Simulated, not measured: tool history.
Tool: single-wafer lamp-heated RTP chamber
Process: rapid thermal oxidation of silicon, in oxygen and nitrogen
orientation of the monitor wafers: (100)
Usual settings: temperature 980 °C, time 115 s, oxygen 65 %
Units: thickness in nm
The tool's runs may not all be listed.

run	day	temperature	time	oxygen	wafers since the last listed run	wafers since the last pyrometer calibration	hours since the oxygen flow controller was replaced	hours since the gauge calibration	read-back reference wafer on the same gauge, thickness	thickness
1	0.000	980	115	65	0	6345	2461.1	209.4	4.737	5.910
2	0.592	980	115	65	94	6440	2475.3	223.6	4.740	5.887
3	1.288	980	93	42	111	6551	2492.0	240.3	4.739	4.648
4	1.883	980	93	42	95	6647	2506.3	254.6	4.737	4.678
5	2.629	980	93	42	119	6766	2524.2	272.5	4.734	4.654
6	3.092	980	115	88	73	6840	2535.3	283.6	4.740	6.601
7	3.588	980	115	88	79	6919	2547.2	295.5	4.739	6.571
8	3.912	980	115	65	51	6971	2555.0	303.3	4.736	5.921
9	4.196	980	115	65	45	7017	2561.8	310.1	4.748	5.916
10	4.800	980	115	65	96	7113	2576.3	324.6	4.745	5.921
11	5.483	980	115	65	109	7223	2592.7	341.0	4.740	5.905
12	6.225	980	115	65	118	7341	2610.5	358.8	4.742	5.896
13	6.829	970	70	65	96	7438	2625.0	373.3	4.747	4.433
14	8.321	970	70	65	238	7676	2660.8	409.1	4.746	4.433
15	9.050	980	115	65	116	7793	2678.3	426.6	4.737	5.938
16	9.654	980	115	46	96	7890	2692.8	441.1	4.739	5.277
17	10.121	980	115	65	74	7964	2704.0	452.3	4.742	5.904
18	10.671	980	115	65	87	8052	2717.2	465.5	4.745	5.925
19	11.112	980	115	65	70	8123	2727.8	476.1	4.737	5.911
20	11.692	980	86	65	92	8216	2741.7	490.0	4.734	5.202
# day 12.575: oxygen flow controller replaced
21	12.629	980	115	65	96	8312	1.3	512.5	4.740	5.902
# day 12.862: gauge calibrated
22	13.204	980	115	65	91	8404	15.1	8.2	4.744	5.909
23	13.954	980	147	65	119	8524	33.1	26.2	4.739	6.579
24	14.421	993	99	92	74	8599	44.3	37.4	4.740	6.869
25	14.696	980	115	65	43	8643	50.9	44.0	4.746	5.910
26	15.012	953	100	39	50	8694	58.5	51.6	4.741	3.900
27	15.354	972	167	91	54	8748	66.7	59.8	4.738	7.431
28	15.975	1001	76	65	99	8847	81.6	74.7	4.740	5.733
# day 16.917: pyrometer window cleaned and pyrometer calibrated
29	18.075	999	160	65	282	185	132.0	125.1	4.745	7.922
30	18.362	1007	150	65	45	231	138.9	132.0	4.743	8.168
31	19.012	980	115	65	103	335	154.5	147.6	4.743	5.896
32	19.546	980	115	40	85	420	167.3	160.4	4.741	5.003
33	19.992	980	115	65	71	491	178.0	171.1	4.745	5.901
34	20.442	980	115	65	71	563	188.8	181.9	4.740	5.903
35	21.012	980	115	65	91	655	202.5	195.6	4.742	5.918
36	21.733	980	140	55	115	770	219.8	212.9	4.737	6.090
37	22.017	1004	150	49	45	815	226.6	219.7	4.746	7.178
38	22.629	951	93	75	97	913	241.3	234.4	4.740	4.563

Forecast each of these 4 alternatives for the next run:
A	22.650	980	115	65	3	916	241.8	234.9	?	?
B	22.650	968	151	65	3	916	241.8	234.9	?	?
C	22.650	966	154	83	3	916	241.8	234.9	?	?
D	22.650	980	59	51	3	916	241.8	234.9	?	?

run	read-back reference wafer on the same gauge, thickness	thickness
A	4.738	5.909
B	4.738	6.096
C	4.738	6.595
D	4.738	4.111
Without the tool's hidden state the same runs would have given:
run	thickness
A	5.909
B	6.096
C	6.595
D	4.111

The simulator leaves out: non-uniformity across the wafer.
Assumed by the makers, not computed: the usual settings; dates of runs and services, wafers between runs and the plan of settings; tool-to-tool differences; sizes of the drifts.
